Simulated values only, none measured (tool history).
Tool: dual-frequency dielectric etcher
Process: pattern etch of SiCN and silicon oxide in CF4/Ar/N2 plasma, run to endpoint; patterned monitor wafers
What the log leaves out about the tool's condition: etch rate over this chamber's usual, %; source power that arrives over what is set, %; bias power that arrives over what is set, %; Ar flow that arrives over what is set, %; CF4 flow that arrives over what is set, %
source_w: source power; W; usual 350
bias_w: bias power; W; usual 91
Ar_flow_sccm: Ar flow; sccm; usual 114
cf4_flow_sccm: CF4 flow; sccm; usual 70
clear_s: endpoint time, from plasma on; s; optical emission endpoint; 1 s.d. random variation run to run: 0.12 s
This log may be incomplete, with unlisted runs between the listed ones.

| run | day | source_w | bias_w | Ar_flow_sccm | cf4_flow_sccm | wafers since the last listed run | hours since the last wet clean | hours since the last source power generator calibration | hours since the last bias power generator calibration | hours since the last Ar flow controller change | hours since the last CF4 flow controller change | hours since the last upper electrode change | incoming incoming film thickness, nm | clear_s |
|---|---|---|---|---|---|---|---|---|---|---|---|---|---|---|
| 1 | 0 | 350 | 100 | 114 | 70 | 0 | 207.2 | 4211.6 | 5270.5 | 4273.6 | 6581.4 | 3496.9 | 15.33 | 19.3 |
|  | 1.442 | bias power generator calibrated |
| 2 | 1.646 | 350 | 91 | 103 | 70 | 499 | 246.7 | 4251.1 | 4.9 | 4313.1 | 6620.9 | 3536.4 | 15.44 | 19.7 |
| 3 | 2.25 | 350 | 91 | 103 | 70 | 203 | 261.2 | 4265.6 | 19.4 | 4327.6 | 6635.4 | 3550.9 | 15.46 | 19.7 |
| 4 | 2.546 | 350 | 91 | 103 | 70 | 99 | 268.3 | 4272.7 | 26.5 | 4334.7 | 6642.5 | 3558 | 15.41 | 19.5 |
| 5 | 2.908 | 350 | 91 | 114 | 81 | 122 | 277 | 4281.4 | 35.2 | 4343.4 | 6651.2 | 3566.7 | 15.6 | 19.7 |
| 6 | 3.354 | 350 | 91 | 114 | 70 | 150 | 287.7 | 4292.1 | 45.9 | 4354.1 | 6661.9 | 3577.4 | 15.38 | 19.8 |
| 7 | 4 | 350 | 91 | 114 | 70 | 217 | 303.2 | 4307.6 | 61.4 | 4369.6 | 6677.4 | 3592.9 | 15.43 | 19.9 |
| 8 | 4.583 | 350 | 91 | 114 | 83 | 196 | 317.2 | 4321.6 | 75.4 | 4383.6 | 6691.4 | 3606.9 | 15.45 | 19.4 |
|  | 6.175 | wet clean of the chamber |
| 9 | 6.196 | 350 | 97 | 114 | 70 | 206 | 0.5 | 4360.3 | 114.1 | 4422.3 | 6730.1 | 3645.6 | 15.58 | 19.1 |
| 10 | 6.208 | 310 | 114 | 128 | 80 | 0 | 0.8 | 4360.6 | 114.4 | 4422.6 | 6730.4 | 3645.9 | 15.71 | 20.7 |
|  | 7.196 | upper electrode replaced |
| 11 | 7.217 | 350 | 91 | 114 | 70 | 6 | 25 | 4384.8 | 138.6 | 4446.8 | 6754.6 | 0.5 | 15.51 | 19.3 |
| 12 | 7.483 | 350 | 91 | 114 | 70 | 90 | 31.4 | 4391.2 | 145 | 4453.2 | 6761 | 6.9 | 15.49 | 19.4 |
|  | 8 | source power generator calibrated |
| 13 | 8.021 | 350 | 109 | 114 | 78 | 125 | 44.3 | 0.5 | 157.9 | 4466.1 | 6773.9 | 19.8 | 15.5 | 18 |
|  | 8.408 | Ar flow controller replaced |
|  | 8.654 | CF4 flow controller replaced |
| 14 | 8.675 | 420 | 73 | 114 | 70 | 52 | 60 | 16.2 | 173.6 | 6.4 | 0.5 | 35.5 | 15.39 | 17.4 |
| 15 | 8.904 | 350 | 91 | 114 | 70 | 77 | 65.5 | 21.7 | 179.1 | 11.9 | 6 | 41 | 15.55 | 19.5 |
| 16 | 9.329 | 350 | 91 | 114 | 70 | 143 | 75.7 | 31.9 | 189.3 | 22.1 | 16.2 | 51.2 | 15.42 | 19.3 |
|  | 10.525 | wet clean of the chamber, repeated, since the last time left the tool worse |
| 17 | 10.546 | 350 | 110 | 114 | 70 | 73 | 0.5 | 61.1 | 218.5 | 51.3 | 45.4 | 80.4 | 15.59 | 19.5 |
| 18 | 10.558 | 350 | 109 | 114 | 78 | 4 | 0.8 | 61.4 | 218.8 | 51.6 | 45.7 | 80.7 | 15.53 | 19.2 |

Run 19 has not been measured yet. What should we expect?
| 19 | 10.708 | 350 | 91 | 99 | 70 | 50 | 4.4 | 65 | 222.4 | 55.2 | 49.3 | 84.3 | 15.48 | ? |

{"run 19": {"clear_s": 19.9}}
With the hidden condition absent and the run-to-run variation left alone, this run would have shown clear_s 19.8 s.

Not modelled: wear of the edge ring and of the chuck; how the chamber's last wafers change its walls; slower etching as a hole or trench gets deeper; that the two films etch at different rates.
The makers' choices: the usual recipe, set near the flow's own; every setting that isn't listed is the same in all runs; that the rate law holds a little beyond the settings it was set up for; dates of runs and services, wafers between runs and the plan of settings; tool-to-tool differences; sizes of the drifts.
